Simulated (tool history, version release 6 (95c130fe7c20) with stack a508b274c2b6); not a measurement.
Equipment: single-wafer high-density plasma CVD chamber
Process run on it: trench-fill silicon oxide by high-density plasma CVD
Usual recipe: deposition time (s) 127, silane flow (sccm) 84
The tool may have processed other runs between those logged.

| run | day | deposition time (s) | silane flow (sccm) | wafers since the last listed run | hours since the silane flow controller was replaced | hours since the gauge calibration | read-back reference wafer on the same gauge, thickness_nm | mean film thickness on the monitor wafer (Å) |
|---|---|---|---|---|---|---|---|---|
| 1 | 0 | 115 | 84 | 0 | 2526.2 | 466.1 | 1042.079 | 9051.3 |
| 2 | 1.508 | 115 | 84 | 343 | 2562.4 | 502.3 | 1041.897 | 9145.62 |
| 3 | 4.104 | 127 | 84 | 591 | 2624.7 | 564.6 | 1038.916 | 10129.79 |
| 4 | 5.238 | 127 | 84 | 258 | 2651.9 | 591.8 | 1039.401 | 9978.22 |
| 5 | 6.875 | 127 | 97 | 372 | 2691.2 | 631.1 | 1037.07 | 10934.1 |
| 6 | 9.708 | 127 | 97 | 645 | 2759.2 | 699.1 | 1037.154 | 10940.73 |
| 7 | 11.421 | 127 | 84 | 389 | 2800.3 | 740.2 | 1036.775 | 9996.95 |
| 8 | 13.662 | 127 | 84 | 510 | 2854.1 | 794 | 1034.663 | 10033.77 |
| 9 | 14.838 | 135 | 97 | 267 | 2882.3 | 822.2 | 1035.977 | 11693.07 |
| 10 | 23.417 | 135 | 97 | 1953 | 3088.2 | 1028.1 | 1032.015 | 11562.18 |
| 11 | 24.971 | 135 | 97 | 353 | 3125.5 | 1065.4 | 1033.899 | 11762.48 |
| 12 | 27.25 | 127 | 84 | 518 | 3180.2 | 1120.1 | 1033.262 | 9987.22 |
|  | 28.238 | gauge calibrated |
| 13 | 29.888 | 127 | 84 | 600 | 3243.5 | 39.6 | 1059.506 | 10149 |
| 14 | 32.429 | 139 | 100 | 578 | 3304.5 | 100.6 | 1053.611 | 12423.89 |
| 15 | 33.475 | 137 | 84 | 238 | 3329.6 | 125.7 | 1053.373 | 10969.74 |
| 16 | 35.45 | 140 | 69 | 449 | 3377 | 173.1 | 1048.388 | 9971.41 |
| 17 | 37.754 | 102 | 97 | 524 | 3432.3 | 228.4 | 1043.501 | 8953.18 |
| 18 | 40.5 | 102 | 84 | 625 | 3498.2 | 294.3 | 1040.17 | 8060.61 |
|  | 41.754 | silane flow controller replaced |
| 19 | 41.775 | 127 | 97 | 214 | 0.5 | 324.9 | 1037 | 10983.11 |
| 20 | 42.896 | 127 | 84 | 255 | 27.4 | 351.8 | 1038.603 | 9973.53 |
| 21 | 45.071 | 149 | 73 | 495 | 79.6 | 404 | 1035.243 | 10652.99 |
| 22 | 47.379 | 136 | 72 | 525 | 135 | 459.4 | 1033.193 | 9687.51 |
| 23 | 49.129 | 127 | 84 | 398 | 177 | 501.4 | 1031.639 | 9981.83 |
| 24 | 50.671 | 107 | 77 | 351 | 214 | 538.4 | 1029.763 | 7874.97 |
| 25 | 53.475 | 103 | 95 | 638 | 281.3 | 605.7 | 1028.038 | 8787.8 |
| 26 | 56.083 | 115 | 89 | 593 | 343.9 | 668.3 | 1027.02 | 9388.53 |
| 27 | 57.379 | 144 | 77 | 295 | 375 | 699.4 | 1027.296 | 10617.53 |

Below are 3 alternative next runs, each starting from the tool's condition after run 27. Predict each:
| A | 57.396 | 127 | 92 | 3 | 375.4 | 699.8 | ? | ? |
| B | 57.396 | 134 | 92 | 3 | 375.4 | 699.8 | ? | ? |
| C | 57.396 | 145 | 96 | 3 | 375.4 | 699.8 | ? | ? |

| run | read-back reference wafer on the same gauge, thickness_nm | mean film thickness on the monitor wafer (Å) |
|---|---|---|
| A | 1026.187 | 10539.7 |
| B | 1026.187 | 11120.63 |
| C | 1026.187 | 12373.98 |
Stripped of hidden state, with their random variation kept, the same runs would have yielded:
| run | mean film thickness on the monitor wafer (Å) |
|---|---|
| A | 10986.06 |
| B | 11591.59 |
| C | 12898.02 |

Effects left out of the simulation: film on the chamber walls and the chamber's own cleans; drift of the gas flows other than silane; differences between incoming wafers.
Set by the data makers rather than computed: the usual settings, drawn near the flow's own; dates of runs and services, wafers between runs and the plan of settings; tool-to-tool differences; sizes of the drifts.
